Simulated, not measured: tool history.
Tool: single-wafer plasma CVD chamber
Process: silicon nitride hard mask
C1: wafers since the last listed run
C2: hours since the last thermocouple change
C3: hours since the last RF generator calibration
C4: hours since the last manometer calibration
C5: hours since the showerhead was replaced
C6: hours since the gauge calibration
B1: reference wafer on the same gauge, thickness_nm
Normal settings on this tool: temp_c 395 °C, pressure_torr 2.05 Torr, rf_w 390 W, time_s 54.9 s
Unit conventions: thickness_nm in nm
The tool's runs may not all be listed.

{"run": 1, "hour": 0.0, "temp_c": 401, "pressure_torr": 2.26, "rf_w": 390, "time_s": 54.9, "C1": 0, "C2": 2166.0, "C3": 1877.4, "C4": 1990.3, "C5": 5195.7, "C6": 156.8, "B1": 90.035, "thickness_nm": 88.308}
{"run": 2, "hour": 26.2, "temp_c": 401, "pressure_torr": 2.26, "rf_w": 390, "time_s": 54.9, "C1": 369, "C2": 2192.2, "C3": 1903.6, "C4": 2016.5, "C5": 5221.9, "C6": 183.0, "B1": 90.481, "thickness_nm": 88.118}
{"run": 3, "hour": 48.2, "temp_c": 401, "pressure_torr": 2.26, "rf_w": 390, "time_s": 54.9, "C1": 310, "C2": 2214.2, "C3": 1925.6, "C4": 2038.5, "C5": 5243.9, "C6": 205.0, "B1": 90.457, "thickness_nm": 88.18}
{"run": 4, "hour": 71.5, "temp_c": 395, "pressure_torr": 2.05, "rf_w": 390, "time_s": 54.9, "C1": 328, "C2": 2237.5, "C3": 1948.9, "C4": 2061.8, "C5": 5267.2, "C6": 228.3, "B1": 90.432, "thickness_nm": 84.807}
{"run": 5, "hour": 99.7, "temp_c": 395, "pressure_torr": 2.05, "rf_w": 390, "time_s": 54.9, "C1": 397, "C2": 2265.7, "C3": 1977.1, "C4": 2090.0, "C5": 5295.4, "C6": 256.5, "B1": 90.311, "thickness_nm": 84.497}
{"run": 6, "hour": 140.5, "temp_c": 395, "pressure_torr": 2.05, "rf_w": 390, "time_s": 54.9, "C1": 575, "C2": 2306.5, "C3": 2017.9, "C4": 2130.8, "C5": 5336.2, "C6": 297.3, "B1": 90.324, "thickness_nm": 84.19}
{"hour": 152.5, "done": "capacitance manometer re-zeroed and calibrated"}
{"run": 7, "hour": 153.9, "temp_c": 395, "pressure_torr": 2.05, "rf_w": 390, "time_s": 54.9, "C1": 76, "C2": 2319.9, "C3": 2031.3, "C4": 1.4, "C5": 5349.6, "C6": 310.7, "B1": 90.55, "thickness_nm": 84.557}
{"hour": 167.0, "done": "thermocouple changed; heater temperature recalibrated"}
{"run": 8, "hour": 180.4, "temp_c": 395, "pressure_torr": 2.05, "rf_w": 390, "time_s": 54.9, "C1": 260, "C2": 13.4, "C3": 2057.8, "C4": 27.9, "C5": 5376.1, "C6": 337.2, "B1": 89.983, "thickness_nm": 84.38}
{"run": 9, "hour": 207.4, "temp_c": 395, "pressure_torr": 2.05, "rf_w": 390, "time_s": 54.9, "C1": 380, "C2": 40.4, "C3": 2084.8, "C4": 54.9, "C5": 5403.1, "C6": 364.2, "B1": 90.39, "thickness_nm": 84.224}
{"run": 10, "hour": 238.8, "temp_c": 395, "pressure_torr": 2.05, "rf_w": 390, "time_s": 54.9, "C1": 442, "C2": 71.8, "C3": 2116.2, "C4": 86.3, "C5": 5434.5, "C6": 395.6, "B1": 90.465, "thickness_nm": 84.579}
{"run": 11, "hour": 252.6, "temp_c": 395, "pressure_torr": 1.6, "rf_w": 390, "time_s": 54.9, "C1": 194, "C2": 85.6, "C3": 2130.0, "C4": 100.1, "C5": 5448.3, "C6": 409.4, "B1": 90.465, "thickness_nm": 74.631}
{"run": 12, "hour": 281.3, "temp_c": 382, "pressure_torr": 2.05, "rf_w": 390, "time_s": 63.2, "C1": 404, "C2": 114.3, "C3": 2158.7, "C4": 128.8, "C5": 5477.0, "C6": 438.1, "B1": 90.442, "thickness_nm": 98.202}
{"hour": 306.5, "done": "gauge calibrated"}
{"run": 13, "hour": 313.8, "temp_c": 395, "pressure_torr": 2.05, "rf_w": 420, "time_s": 54.9, "C1": 458, "C2": 146.8, "C3": 2191.2, "C4": 161.3, "C5": 5509.5, "C6": 7.3, "B1": 90.189, "thickness_nm": 87.5}
{"run": 14, "hour": 342.4, "temp_c": 401, "pressure_torr": 2.05, "rf_w": 390, "time_s": 54.9, "C1": 403, "C2": 175.4, "C3": 2219.8, "C4": 189.9, "C5": 5538.1, "C6": 35.9, "B1": 90.279, "thickness_nm": 84.309}
{"hour": 357.8, "done": "showerhead replaced"}
{"run": 15, "hour": 358.3, "temp_c": 384, "pressure_torr": 1.85, "rf_w": 390, "time_s": 54.9, "C1": 111, "C2": 191.3, "C3": 2235.7, "C4": 205.8, "C5": 0.5, "C6": 51.8, "B1": 89.993, "thickness_nm": 81.19}
{"hour": 379.8, "done": "RF generator calibrated"}
{"run": 16, "hour": 380.3, "temp_c": 401, "pressure_torr": 2.26, "rf_w": 390, "time_s": 54.9, "C1": 197, "C2": 213.3, "C3": 0.5, "C4": 227.8, "C5": 22.5, "C6": 73.8, "B1": 90.356, "thickness_nm": 88.095}
{"run": 17, "hour": 395.3, "temp_c": 395, "pressure_torr": 2.05, "rf_w": 390, "time_s": 54.9, "C1": 211, "C2": 228.3, "C3": 15.5, "C4": 242.8, "C5": 37.5, "C6": 88.8, "B1": 90.291, "thickness_nm": 84.992}
{"run": 18, "hour": 425.2, "temp_c": 401, "pressure_torr": 2.26, "rf_w": 390, "time_s": 54.9, "C1": 421, "C2": 258.2, "C3": 45.4, "C4": 272.7, "C5": 67.4, "C6": 118.7, "B1": 90.265, "thickness_nm": 87.54}
{"run": 19, "hour": 440.0, "temp_c": 407, "pressure_torr": 2.05, "rf_w": 390, "time_s": 59.8, "C1": 208, "C2": 273.0, "C3": 60.2, "C4": 287.5, "C5": 82.2, "C6": 133.5, "B1": 90.31, "thickness_nm": 92.422}
{"run": 20, "hour": 456.5, "temp_c": 390, "pressure_torr": 2.05, "rf_w": 365, "time_s": 54.9, "C1": 232, "C2": 289.5, "C3": 76.7, "C4": 304.0, "C5": 98.7, "C6": 150.0, "B1": 90.466, "thickness_nm": 81.693}
{"run": 21, "hour": 479.7, "temp_c": 395, "pressure_torr": 2.05, "rf_w": 390, "time_s": 49.7, "C1": 327, "C2": 312.7, "C3": 99.9, "C4": 327.2, "C5": 121.9, "C6": 173.2, "B1": 90.247, "thickness_nm": 76.042}

Consider 3 possible next runs. They are alternatives, not a sequence: every one starts from the tool as it was left by run 21. What does each give?
{"run": "A", "hour": 480.1, "temp_c": 395, "pressure_torr": 1.71, "rf_w": 390, "time_s": 54.9, "C1": 5, "C2": 313.1, "C3": 100.3, "C4": 327.6, "C5": 122.3, "C6": 173.6, "B1": "?", "thickness_nm": "?"}
{"run": "B", "hour": 480.1, "temp_c": 395, "pressure_torr": 1.66, "rf_w": 340, "time_s": 54.9, "C1": 5, "C2": 313.1, "C3": 100.3, "C4": 327.6, "C5": 122.3, "C6": 173.6, "B1": "?", "thickness_nm": "?"}
{"run": "C", "hour": 480.1, "temp_c": 407, "pressure_torr": 2.05, "rf_w": 390, "time_s": 51.1, "C1": 5, "C2": 313.1, "C3": 100.3, "C4": 327.6, "C5": 122.3, "C6": 173.6, "B1": "?", "thickness_nm": "?"}

run=A B1=90.262 thickness_nm=77.018
run=B B1=90.262 thickness_nm=70.392
run=C B1=90.262 thickness_nm=77.899
Without the tool's hidden state the same runs would have given:
run=A thickness_nm=77.018
run=B thickness_nm=70.392
run=C thickness_nm=77.899
